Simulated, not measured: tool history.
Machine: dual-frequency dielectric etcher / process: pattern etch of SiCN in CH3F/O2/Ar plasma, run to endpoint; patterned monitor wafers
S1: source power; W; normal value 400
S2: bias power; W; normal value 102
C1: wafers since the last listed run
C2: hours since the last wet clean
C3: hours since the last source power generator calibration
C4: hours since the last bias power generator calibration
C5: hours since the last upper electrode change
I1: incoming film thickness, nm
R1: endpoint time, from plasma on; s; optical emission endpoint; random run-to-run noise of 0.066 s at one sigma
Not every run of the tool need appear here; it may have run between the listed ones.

run 1 hour=0.0 | S1=400 S2=102 | C1=0 C2=41.4 C3=3353.0 C4=4420.5 C5=1560.6 | I1=6.59 | R1=15.3
run 2 hour=63.7 | S1=400 S2=102 | C1=756 C2=105.1 C3=3416.7 C4=4484.2 C5=1624.3 | I1=6.59 | R1=15.3
run 3 hour=134.6 | S1=480 S2=102 | C1=842 C2=176.0 C3=3487.6 C4=4555.1 C5=1695.2 | I1=6.63 | R1=14.3
run 4 hour=185.6 | S1=480 S2=102 | C1=605 C2=227.0 C3=3538.6 C4=4606.1 C5=1746.2 | I1=6.60 | R1=14.4
run 5 hour=237.7 | S1=480 S2=102 | C1=618 C2=279.1 C3=3590.7 C4=4658.2 C5=1798.3 | I1=6.59 | R1=14.3
run 6 hour=278.1 | S1=340 S2=102 | C1=479 C2=319.5 C3=3631.1 C4=4698.6 C5=1838.7 | I1=6.62 | R1=16.7
run 7 hour=328.2 | S1=340 S2=102 | C1=595 C2=369.6 C3=3681.2 C4=4748.7 C5=1888.8 | I1=6.63 | R1=16.6
run 8 hour=377.6 | S1=340 S2=102 | C1=586 C2=419.0 C3=3730.6 C4=4798.1 C5=1938.2 | I1=6.69 | R1=16.8
run 9 hour=408.5 | S1=420 S2=102 | C1=367 C2=449.9 C3=3761.5 C4=4829.0 C5=1969.1 | I1=6.60 | R1=15.2
run 10 hour=478.6 | S1=350 S2=87 | C1=832 C2=520.0 C3=3831.6 C4=4899.1 C5=2039.2 | I1=6.55 | R1=17.2
run 11 hour=534.6 | S1=350 S2=87 | C1=665 C2=576.0 C3=3887.6 C4=4955.1 C5=2095.2 | I1=6.59 | R1=17.4
run 12 hour=566.8 | S1=350 S2=87 | C1=382 C2=608.2 C3=3919.8 C4=4987.3 C5=2127.4 | I1=6.64 | R1=17.5
run 13 hour=595.3 | S1=460 S2=102 | C1=338 C2=636.7 C3=3948.3 C4=5015.8 C5=2155.9 | I1=6.63 | R1=14.9
-- hour=615.3 bias power generator calibrated
-- hour=630.6 wet clean of the chamber
run 14 hour=631.1 | S1=460 S2=102 | C1=195 C2=0.5 C3=3984.1 C4=15.8 C5=2191.7 | I1=6.60 | R1=14.6
run 15 hour=665.8 | S1=320 S2=102 | C1=412 C2=35.2 C3=4018.8 C4=50.5 C5=2226.4 | I1=6.66 | R1=17.2
run 16 hour=728.1 | S1=480 S2=123 | C1=740 C2=97.5 C3=4081.1 C4=112.8 C5=2288.7 | I1=6.62 | R1=13.6
run 17 hour=799.0 | S1=430 S2=116 | C1=842 C2=168.4 C3=4152.0 C4=183.7 C5=2359.6 | I1=6.66 | R1=14.6
-- hour=856.4 source power generator calibrated
run 18 hour=866.8 | S1=400 S2=92 | C1=757 C2=236.2 C3=10.4 C4=251.5 C5=2427.4 | I1=6.57 | R1=15.9
run 19 hour=896.0 | S1=310 S2=89 | C1=346 C2=265.4 C3=39.6 C4=280.7 C5=2456.6 | I1=6.52 | R1=17.7
run 20 hour=942.4 | S1=400 S2=86 | C1=551 C2=311.8 C3=86.0 C4=327.1 C5=2503.0 | I1=6.59 | R1=16.1
run 21 hour=1009.3 | S1=400 S2=102 | C1=794 C2=378.7 C3=152.9 C4=394.0 C5=2569.9 | I1=6.60 | R1=15.7
run 22 hour=1066.5 | S1=400 S2=102 | C1=679 C2=435.9 C3=210.1 C4=451.2 C5=2627.1 | I1=6.60 | R1=15.7
run 23 hour=1107.0 | S1=340 S2=111 | C1=481 C2=476.4 C3=250.6 C4=491.7 C5=2667.6 | I1=6.66 | R1=16.5
run 24 hour=1156.3 | S1=300 S2=79 | C1=585 C2=525.7 C3=299.9 C4=541.0 C5=2716.9 | I1=6.64 | R1=19.1
run 25 hour=1180.3 | S1=400 S2=102 | C1=285 C2=549.7 C3=323.9 C4=565.0 C5=2740.9 | I1=6.59 | R1=15.7
-- hour=1230.1 upper electrode replaced
run 26 hour=1243.3 | S1=310 S2=94 | C1=463 C2=612.7 C3=386.9 C4=628.0 C5=13.2 | I1=6.63 | R1=18.1
-- hour=1279.4 wet clean of the chamber
run 27 hour=1282.9 | S1=400 S2=95 | C1=185 C2=3.5 C3=426.5 C4=667.6 C5=52.8 | I1=6.54 | R1=15.4
run 28 hour=1342.6 | S1=500 S2=102 | C1=709 C2=63.2 C3=486.2 C4=727.3 C5=112.5 | I1=6.68 | R1=14.2
run 29 hour=1399.6 | S1=320 S2=119 | C1=677 C2=120.2 C3=543.2 C4=784.3 C5=169.5 | I1=6.60 | R1=16.1
run 30 hour=1455.5 | S1=470 S2=120 | C1=664 C2=176.1 C3=599.1 C4=840.2 C5=225.4 | I1=6.58 | R1=13.8
run 31 hour=1515.8 | S1=470 S2=102 | C1=716 C2=236.4 C3=659.4 C4=900.5 C5=285.7 | I1=6.65 | R1=14.5
run 32 hour=1560.9 | S1=440 S2=89 | C1=535 C2=281.5 C3=704.5 C4=945.6 C5=330.8 | I1=6.51 | R1=15.1
run 33 hour=1603.0 | S1=400 S2=102 | C1=500 C2=323.6 C3=746.6 C4=987.7 C5=372.9 | I1=6.59 | R1=15.4
run 34 hour=1668.7 | S1=470 S2=84 | C1=780 C2=389.3 C3=812.3 C4=1053.4 C5=438.6 | I1=6.69 | R1=15.5
run 35 hour=1703.5 | S1=330 S2=90 | C1=413 C2=424.1 C3=847.1 C4=1088.2 C5=473.4 | I1=6.60 | R1=17.5

Had the tool no unlogged condition, and each run kept its random variation, what would the results have been?
The hidden state here: etch rate over this chamber's usual, %; source power that arrives over what is set, %; bias power that arrives over what is set, %.
run=1 R1=15.3
run=2 R1=15.2
run=3 R1=14.2
run=4 R1=14.3
run=5 R1=14.2
run=6 R1=16.5
run=7 R1=16.4
run=8 R1=16.6
run=9 R1=15.0
run=10 R1=16.9
run=11 R1=17.0
run=12 R1=17.1
run=13 R1=14.6
run=14 R1=14.5
run=15 R1=17.1
run=16 R1=13.5
run=17 R1=14.5
run=18 R1=15.8
run=19 R1=17.5
run=20 R1=15.9
run=21 R1=15.4
run=22 R1=15.4
run=23 R1=16.2
run=24 R1=18.7
run=25 R1=15.3
run=26 R1=17.6
run=27 R1=15.4
run=28 R1=14.2
run=29 R1=16.1
run=30 R1=13.7
run=31 R1=14.4
run=32 R1=15.0
run=33 R1=15.2
run=34 R1=15.3
run=35 R1=17.2
